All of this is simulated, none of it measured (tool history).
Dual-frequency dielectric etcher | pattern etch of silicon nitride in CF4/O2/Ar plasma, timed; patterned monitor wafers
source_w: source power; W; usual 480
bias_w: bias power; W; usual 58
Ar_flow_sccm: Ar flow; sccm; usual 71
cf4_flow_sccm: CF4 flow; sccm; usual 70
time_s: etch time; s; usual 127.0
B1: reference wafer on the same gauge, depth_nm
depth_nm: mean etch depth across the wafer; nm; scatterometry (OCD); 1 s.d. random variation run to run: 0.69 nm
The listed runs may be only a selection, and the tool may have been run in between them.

Run 1, hour 0.0: usual settings; B1 189.8. Result: depth_nm 229.5 nm.
Run 2, hour 47.9: usual settings; B1 189.6. Result: depth_nm 229.1 nm.
Run 3, hour 107.9: usual settings; B1 189.6. Result: depth_nm 230.6 nm.
Run 4, hour 159.0: usual settings; B1 189.3. Result: depth_nm 228.8 nm.
At hour 205.1: upper electrode replaced.
Run 5, hour 205.6: usual settings but time_s 100.5 s; B1 189.2. Result: depth_nm 180.9 nm.
Run 6, hour 244.9: usual settings but time_s 100.5 s; B1 188.9. Result: depth_nm 181.9 nm.
Run 7, hour 290.6: usual settings but bias_w 54 W, time_s 142.5 s; B1 189.0. Result: depth_nm 248.2 nm.
At hour 334.3: CF4 flow controller replaced.
Run 8, hour 346.7: usual settings but bias_w 54 W, time_s 142.5 s; B1 188.8. Result: depth_nm 248.4 nm.
Run 9, hour 390.5: usual settings but source_w 400 W, cf4_flow_sccm 78 sccm, time_s 106.0 s; B1 188.7. Result: depth_nm 159.6 nm.
At hour 423.0: wet clean of the chamber.
Run 10, hour 458.1: usual settings; B1 189.0. Result: depth_nm 227.8 nm.
At hour 486.6: gauge calibrated.
Run 11, hour 490.7: usual settings but cf4_flow_sccm 78 sccm, time_s 154.5 s; B1 195.5. Result: depth_nm 290.9 nm.
At hour 514.5: source power generator calibrated.
At hour 516.0: bias power generator calibrated.
Run 12, hour 532.9: usual settings but Ar_flow_sccm 87 sccm, cf4_flow_sccm 84 sccm, time_s 93.0 s; B1 194.5. Result: depth_nm 173.7 nm.
Run 13, hour 584.0: usual settings but source_w 550 W; B1 193.9. Result: depth_nm 269.8 nm.
Run 14, hour 612.8: usual settings but source_w 370 W, bias_w 62 W; B1 193.0. Result: depth_nm 181.1 nm.
At hour 640.8: Ar flow controller replaced.
Run 15, hour 641.3: usual settings but bias_w 70 W; B1 192.8. Result: depth_nm 251.3 nm.
Run 16, hour 681.2: usual settings but cf4_flow_sccm 62 sccm, time_s 113.5 s; B1 192.4. Result: depth_nm 203.6 nm.
Run 17, hour 733.3: usual settings but Ar_flow_sccm 78 sccm, cf4_flow_sccm 56 sccm, time_s 105.5 s; B1 191.7. Result: depth_nm 185.3 nm.
Run 18, hour 767.8: usual settings but bias_w 63 W; B1 191.5. Result: depth_nm 240.2 nm.
Run 19, hour 826.1: usual settings; B1 191.1. Result: depth_nm 231.1 nm.
At hour 881.0: wet clean of the chamber.
Run 20, hour 881.5: usual settings but bias_w 53 W, Ar_flow_sccm 78 sccm; B1 190.8. Result: depth_nm 220.1 nm.
Run 21, hour 907.8: usual settings but Ar_flow_sccm 79 sccm, cf4_flow_sccm 62 sccm; B1 190.4. Result: depth_nm 224.4 nm.
Run 22, hour 942.4: usual settings; B1 190.4. Result: depth_nm 230.6 nm.

Hidden state or all else? Some run-to-run changes of depth_nm, split into what the settings, what came in and random variation would give without the hidden state, and what is left for the hidden state (with any gauge scatter that isn't in both results):
Unlogged tool condition in this case: etch rate over this chamber's usual, %; source power that arrives over what is set, %; bias power that arrives over what is set, %; Ar flow that arrives over what is set, %; CF4 flow that arrives over what is set, %; gauge reads high (%).
Run 8 -> 9: source_w 480 -> 400, bias_w 54 -> 58, cf4_flow_sccm 70 -> 78, time_s 142.5 -> 106.0. depth_nm -88.8 nm: hidden state +2.8, all else -91.6.
Run 10 -> 11: cf4_flow_sccm 70 -> 78, time_s 127.0 -> 154.5, gauge calibrated. depth_nm +63.1 nm: hidden state +8.0, all else +55.1.
Run 11 -> 12: Ar_flow_sccm 71 -> 87, cf4_flow_sccm 78 -> 84, time_s 154.5 -> 93.0, source power generator calibrated, bias power generator calibrated. depth_nm -117.2 nm: hidden state -1.0, all else -116.2.
Run 12 -> 13: source_w 480 -> 550, Ar_flow_sccm 87 -> 71, cf4_flow_sccm 84 -> 70, time_s 93.0 -> 127.0. depth_nm +96.1 nm: hidden state -1.5, all else +97.6.

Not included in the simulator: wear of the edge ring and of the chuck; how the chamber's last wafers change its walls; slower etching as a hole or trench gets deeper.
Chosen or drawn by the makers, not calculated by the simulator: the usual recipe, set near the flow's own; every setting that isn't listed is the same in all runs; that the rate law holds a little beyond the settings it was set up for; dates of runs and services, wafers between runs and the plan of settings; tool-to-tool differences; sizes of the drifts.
